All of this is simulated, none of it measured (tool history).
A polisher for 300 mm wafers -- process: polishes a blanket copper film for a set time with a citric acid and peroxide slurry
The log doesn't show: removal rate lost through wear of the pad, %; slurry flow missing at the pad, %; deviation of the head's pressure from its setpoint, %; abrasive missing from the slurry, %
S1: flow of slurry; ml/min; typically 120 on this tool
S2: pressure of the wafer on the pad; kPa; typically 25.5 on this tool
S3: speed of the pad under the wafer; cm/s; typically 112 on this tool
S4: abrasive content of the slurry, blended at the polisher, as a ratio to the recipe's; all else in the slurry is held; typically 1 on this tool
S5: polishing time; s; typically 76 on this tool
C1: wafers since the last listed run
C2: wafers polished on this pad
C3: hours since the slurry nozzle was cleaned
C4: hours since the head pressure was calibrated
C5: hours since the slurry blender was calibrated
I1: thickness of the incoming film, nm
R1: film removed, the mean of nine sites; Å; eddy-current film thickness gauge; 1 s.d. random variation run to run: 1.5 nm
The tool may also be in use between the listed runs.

run   hour   S1    S2   S3    S4  S5   C1    C2     C3     C4     C5      I1    R1
  1      0  120  25.5  112     1  86    0  2161  442.2  384.4  334.1  1115.2  2374
       4.8  -- worn pad replaced by a new one
  2   19.6  120  25.5  112     1  86  194   184  461.8    404  353.7  1132.8  2355
  3   45.5  120  25.5  112   1.1  76  323   508  487.7  429.9  379.6  1131.4  2114
      53.1  -- slurry nozzle cleaned
  4     67  120  25.5  112   1.1  76  256   764   13.9  451.4  401.1  1141.1  2104
      81.3  -- slurry blender recalibrated
  5   99.1  120  25.5  112     1  76  376  1141     46  483.5   17.8  1125.3  2006
  6  131.8  120  25.5  112     1  76  408  1549   78.7  516.2   50.5  1119.7  2032
     157.7  -- head pressure recalibrated
     163.2  -- worn pad replaced by a new one
  7  164.6  120  25.5  112     1  76  334    17  111.5    6.9   83.3  1131.6  2222
  8  187.6  120  25.5  112     1  76  287   305  134.5   29.9  106.3  1129.6  2213
  9  215.9  120  25.5  112     1  76  353   659  162.8   58.2  134.6  1122.8  2228
 10  249.1  120  25.5  112     1  76  414  1074    196   91.4  167.8  1116.4  2221
 11  263.9  120  25.5   90   1.3  76  184  1259  210.8  106.2  182.6  1132.5  1975
 12  288.7  140  25.5  112   0.9  76  309  1569  235.6    131  207.4  1132.3  2217
 13    313  120  25.5  112     1  76  303  1872  259.9  155.3  231.7  1125.2  2202
     323.6  -- worn pad replaced by a new one
 14  335.8  120  25.5  112   0.7  76  234   152  282.7  178.1  254.5  1132.4  2041
 15  363.7  120  25.5  136     1  76  348   500  310.6    206  282.4  1120.8  2551
 16  437.3  120  17.2  112  0.75  76  919  1420  384.2  279.6    356  1138.6  1384
     447.3  -- slurry blender recalibrated
 17  463.6  120    29  112     1  76  303  1724  410.5  305.9   16.3  1134.1  2454
 18  480.9  120  25.5  112     1  76  216  1940  427.8  323.2   33.6  1154.9  2162
 19  501.3  135  30.3  112   0.8  68  254  2195  448.2  343.6     54    1147  2209
     525.4  -- worn pad replaced by a new one
 20  526.5  120  17.2  112  0.75  76  264    13  473.4  368.8   79.2  1130.3  1365
       530  -- slurry nozzle cleaned
 21  539.3  120  25.5  112     1  86  147   161    9.3  381.6     92  1132.4  2428
 22  574.8  120  25.5  112     1  76  443   604   44.8  417.1  127.5  1127.3  2092
 23  601.4  120  17.2  112  0.75  76  332   937   71.4  443.7  154.1  1125.5  1319
     613.9  -- head pressure recalibrated
 24  616.3   95  25.5  112     1  76  161  1098   86.3    2.4    169  1112.8  2079
 25  637.8  100  17.9   80  1.15  76  268  1367  107.8   23.9  190.5  1133.8  1193
 26  662.6  120  25.5  112   0.8  76  309  1677  132.6   48.7  215.3  1107.3  2112
     688.8  -- worn pad replaced by a new one
 27    693  120  17.9  112     1  76  329    52    163   79.1  245.7  1131.5  1546
 28  706.2  120  25.5   92   0.9  76  164   217  176.2   92.3  258.9  1126.8  1841
 29  738.8  120  25.5  112     1  76  407   625  208.8  124.9  291.5  1119.4  2191

What if the next run were any one of these 5? Each begins from the tool's condition after run 29:
  A  739.3   85  25.5  112     1   76   6  631  209.3  125.4  292  1121.2   ?
  B  739.3  120  25.5  150     1   64   6  631  209.3  125.4  292  1121.2   ?
  C  739.3  150  25.5  112     1   76   6  631  209.3  125.4  292  1121.2   ?
  D  739.3  120  18.6  140  1.15  100   6  631  209.3  125.4  292  1121.2   ?
  E  739.3   90  25.5  112     1   76   6  631  209.3  125.4  292  1121.2   ?

run    R1
  A  1990
  B  2347
  C  2295
  D  2625
  E  2027
Without the tool's hidden state the same runs would have given:
run    R1
  A  2007
  B  2368
  C  2315
  D  2648
  E  2045
